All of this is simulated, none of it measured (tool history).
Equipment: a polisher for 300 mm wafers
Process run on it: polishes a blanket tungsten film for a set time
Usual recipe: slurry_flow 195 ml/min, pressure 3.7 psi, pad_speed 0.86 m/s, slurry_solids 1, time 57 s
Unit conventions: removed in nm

run   hour  slurry_flow  pressure  pad_speed  slurry_solids  time  incoming thickness of the incoming film, nm  removed
  1      0          195       3.7       0.86              1    57                                       1281.8    224.1
      14.5  -- worn pad replaced by a new one
  2     15          195       3.7       0.86              1    57                                       1277.5    235.9
        20  -- slurry tank refilled with fresh slurry and peroxide
  3   26.1          195       3.7       0.86              1    57                                         1274    234.7
  4   40.5          195       4.7       0.86              1    57                                       1268.9      274
  5   56.1          195       4.7       0.86              1    57                                       1267.3    268.3
  6   68.6          195       3.7       0.86              1    57                                       1279.8    228.7
  7   76.1          195       3.7       0.86              1    57                                       1296.9    229.4
  8   93.8          220       3.7       0.86              1    57                                       1275.4    228.5
      98.5  -- worn pad replaced by a new one
  9  104.2          220       3.7       0.86              1    57                                       1289.3    239.9
 10  121.2          220       3.7       0.86              1    57                                       1293.9    235.9
     124.5  -- slurry blender recalibrated
 11  134.5          225       3.7       0.86           0.85    57                                       1256.2    228.7
 12  150.8          225       3.7       0.86           0.85    57                                         1260    224.3
     182.6  -- slurry tank refilled with fresh slurry and peroxide
     184.3  -- worn pad replaced by a new one
     186.5  -- head pressure recalibrated
 13  199.5          195       3.7       0.86              1    57                                       1295.3    235.9
 14  210.3          195       3.7       0.86              1    57                                       1291.6    232.7
       219  -- slurry nozzle cleaned
 15  226.9          145       4.9       0.86           0.75    70                                       1272.4    304.8
 16  237.9          195       2.6       0.66            0.8    57                                       1276.7    136.5
 17  244.8          165       3.7        0.7              1    57                                       1303.5    184.1
 18  258.9          195       3.7       0.86              1    57                                       1276.5    230.7
 19  269.4          220       3.7       0.86              1    57                                         1304    227.4
 20  283.5          235         3       0.86              1    57                                       1264.2    201.3
     297.5  -- worn pad replaced by a new one
 21  300.1          195       3.7       0.86              1    57                                       1302.4    231.9
 22  310.1          195       3.7       0.86              1    57                                       1270.6    233.3
 23  316.2          135       2.5        0.6            1.3    57                                       1277.5    136.8
     321.6  -- slurry tank refilled with fresh slurry and peroxide
 24  322.7          260       2.5       1.02            1.2    57                                       1287.2    236.3
 25  336.2          195       3.7       0.86            0.8    57                                       1284.8    221.4
 26  345.6          230       2.5       1.06            1.1    57                                       1298.2      234

What if the next run were any one of these 5? Each begins from the tool's condition after run 26:
  A   346          195       3.7       0.86              1    57                                       1277.4        ?
  B   346          145       4.9       0.86           0.85    57                                       1277.4        ?
  C   346          195       2.9       0.86           0.75    45                                       1277.4        ?
  D   346          195       4.8       1.02           0.85    57                                       1277.4        ?
  E   346          195       3.7       0.94              1    57                                       1277.4        ?

run  removed
  A    231.3
  B    259.2
  C    146.1
  D    312.1
  E    252.3
Take away the tool's hidden state, keep each run's random variation, and the runs would have read:
run  removed
  A    239.9
  B    268.9
  C    151.5
  D    323.8
  E    261.8

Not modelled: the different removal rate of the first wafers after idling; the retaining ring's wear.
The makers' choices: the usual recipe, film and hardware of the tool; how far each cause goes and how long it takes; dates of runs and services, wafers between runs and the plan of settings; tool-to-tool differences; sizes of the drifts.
